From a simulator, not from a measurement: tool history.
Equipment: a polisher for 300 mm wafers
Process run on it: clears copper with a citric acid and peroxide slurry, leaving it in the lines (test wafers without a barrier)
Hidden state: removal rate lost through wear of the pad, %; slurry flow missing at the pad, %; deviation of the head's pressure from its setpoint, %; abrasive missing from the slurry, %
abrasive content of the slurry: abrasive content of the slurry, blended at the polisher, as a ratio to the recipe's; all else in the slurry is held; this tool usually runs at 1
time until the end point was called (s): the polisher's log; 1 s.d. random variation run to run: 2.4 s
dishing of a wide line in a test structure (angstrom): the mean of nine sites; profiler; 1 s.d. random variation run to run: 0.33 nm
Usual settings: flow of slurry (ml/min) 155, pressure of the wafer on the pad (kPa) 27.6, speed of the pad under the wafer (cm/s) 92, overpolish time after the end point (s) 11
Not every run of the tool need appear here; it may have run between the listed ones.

| run | hour | flow of slurry (ml/min) | pressure of the wafer on the pad (kPa) | speed of the pad under the wafer (cm/s) | abrasive content of the slurry | overpolish time after the end point (s) | wafers since the last listed run | wafers polished on this pad | hours since the slurry nozzle was cleaned | hours since the head pressure was calibrated | hours since the slurry blender was calibrated | incoming thickness of the incoming film, nm | time until the end point was called (s) | dishing of a wide line in a test structure (angstrom) |
|---|---|---|---|---|---|---|---|---|---|---|---|---|---|---|
| 1 | 0 | 155 | 27.6 | 92 | 0.9 | 11 | 0 | 700 | 546.7 | 628.8 | 108.7 | 444.1 | 234.1 | 178 |
|  | 12.3 | slurry blender recalibrated |
| 2 | 12.8 | 155 | 27.6 | 92 | 1 | 14 | 63 | 763 | 559.5 | 641.6 | 0.5 | 439.9 | 224.4 | 224 |
| 3 | 29.6 | 155 | 27.6 | 92 | 1 | 14 | 98 | 861 | 576.3 | 658.4 | 17.3 | 445.8 | 228.7 | 228 |
|  | 46.7 | worn pad replaced by a new one |
| 4 | 53.9 | 155 | 27.6 | 92 | 1 | 14 | 118 | 41 | 600.6 | 682.7 | 41.6 | 440 | 224.5 | 222 |
| 5 | 69.2 | 155 | 27.6 | 92 | 1 | 11 | 89 | 131 | 615.9 | 698 | 56.9 | 441.1 | 229.2 | 179 |
| 6 | 85.7 | 155 | 27.6 | 92 | 1 | 13 | 96 | 227 | 632.4 | 714.5 | 73.4 | 443.9 | 226.5 | 210 |
| 7 | 101.9 | 155 | 27.6 | 92 | 1 | 11 | 94 | 321 | 648.6 | 730.7 | 89.6 | 452.1 | 232.8 | 184 |
| 8 | 114.4 | 155 | 27.6 | 92 | 1 | 11 | 72 | 394 | 661.1 | 743.2 | 102.1 | 444.4 | 226.9 | 173 |
|  | 127.5 | head pressure recalibrated |
| 9 | 128 | 115 | 24.1 | 92 | 1 | 7 | 67 | 462 | 674.7 | 0.5 | 115.7 | 449.7 | 244.8 | 113 |
|  | 129.1 | slurry nozzle cleaned |
|  | 131 | slurry blender recalibrated |
| 10 | 143.8 | 155 | 27.6 | 92 | 0.75 | 11 | 74 | 537 | 14.7 | 16.3 | 12.8 | 444 | 219.5 | 186 |
| 11 | 155.2 | 155 | 27.6 | 92 | 1 | 11 | 66 | 604 | 26.1 | 27.7 | 24.2 | 446.3 | 204 | 203 |
| 12 | 162.3 | 155 | 27.6 | 118 | 1 | 16 | 41 | 645 | 33.2 | 34.8 | 31.3 | 444.7 | 159.4 | 359 |
| 13 | 176.7 | 170 | 27.6 | 92 | 1 | 5 | 84 | 729 | 47.6 | 49.2 | 45.7 | 450.7 | 207.1 | 95 |
|  | 193.3 | worn pad replaced by a new one |
| 14 | 193.8 | 120 | 27.6 | 80 | 1 | 11 | 76 | 3 | 64.7 | 66.3 | 62.8 | 445.2 | 245.7 | 165 |

Expected results for the next run?
| 15 | 208 | 155 | 27.6 | 92 | 1 | 11 | 82 | 85 | 78.9 | 80.5 | 77 | 438.1 | ? | ? |

{"run 15": {"time until the end point was called (s)": 200.7, "dishing of a wide line in a test structure (angstrom)": 202}}
Minus the tool's unlogged condition, the same run would have read time until the end point was called (s) 196, dishing of a wide line in a test structure (angstrom) 207.

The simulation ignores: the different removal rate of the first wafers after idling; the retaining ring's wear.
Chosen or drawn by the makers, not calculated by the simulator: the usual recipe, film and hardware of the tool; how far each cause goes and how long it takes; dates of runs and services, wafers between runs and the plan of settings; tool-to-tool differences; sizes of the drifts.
